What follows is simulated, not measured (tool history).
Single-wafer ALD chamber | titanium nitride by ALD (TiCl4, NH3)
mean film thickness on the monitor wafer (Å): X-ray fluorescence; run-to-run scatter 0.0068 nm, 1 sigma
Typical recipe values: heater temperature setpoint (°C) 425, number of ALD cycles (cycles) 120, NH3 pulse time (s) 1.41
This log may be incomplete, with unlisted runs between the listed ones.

run   hour  heater temperature setpoint (°C)  number of ALD cycles (cycles)  NH3 pulse time (s)  read-back reference wafer on the same gauge, thickness_nm  mean film thickness on the monitor wafer (Å)
  1      0                               425                            120                1.23                                                      2.667                                         27.34
  2   20.5                               417                            120                1.41                                                      2.672                                         27.09
  3     34                               425                            120                1.41                                                      2.672                                         27.33
  4   46.8                               425                            120                1.41                                                      2.673                                         27.39
  5   82.4                               425                            120                0.99                                                      2.672                                         27.17
  6  100.2                               425                            120                0.99                                                      2.669                                         27.29
     121.4  -- showerhead replaced
  7  121.9                               414                            120                1.41                                                      2.668                                         27.24
  8  137.5                               425                            120                1.41                                                      2.669                                         27.26
  9    152                               425                            120                0.99                                                      2.671                                         27.22
 10  173.7                               416                            120                1.41                                                       2.67                                          27.2
     244.5  -- gauge calibrated
 11  264.3                               431                             96                 1.2                                                       2.67                                         21.82
     272.9  -- thermocouple changed; heater temperature recalibrated
 12  295.1                               419                            138                1.65                                                      2.673                                         31.45
 13    329                               436                            128                0.93                                                       2.67                                         28.95
 14  349.6                               425                            120                0.92                                                      2.669                                         27.14
 15  377.1                               433                            120                1.89                                                      2.672                                         27.55

5 ways to go on from here, each from the tool as it stands after run 15. What would each give?
  A  377.7                               425                            120                1.41                                                          ?                                             ?
  B  377.7                               425                            139                0.94                                                          ?                                             ?
  C  377.7                               418                            110                1.95                                                          ?                                             ?
  D  377.7                               431                            130                1.25                                                          ?                                             ?
  E  377.7                               425                            101                1.41                                                          ?                                             ?

run  read-back reference wafer on the same gauge, thickness_nm  mean film thickness on the monitor wafer (Å)
  A                                                       2.67                                         27.26
  B                                                       2.67                                         31.38
  C                                                       2.67                                         25.06
  D                                                       2.67                                         29.51
  E                                                       2.67                                         22.95
With no hidden state in the tool, these same runs would have given:
run  mean film thickness on the monitor wafer (Å)
  A                                         27.26
  B                                         31.38
  C                                         25.06
  D                                         29.51
  E                                         22.95

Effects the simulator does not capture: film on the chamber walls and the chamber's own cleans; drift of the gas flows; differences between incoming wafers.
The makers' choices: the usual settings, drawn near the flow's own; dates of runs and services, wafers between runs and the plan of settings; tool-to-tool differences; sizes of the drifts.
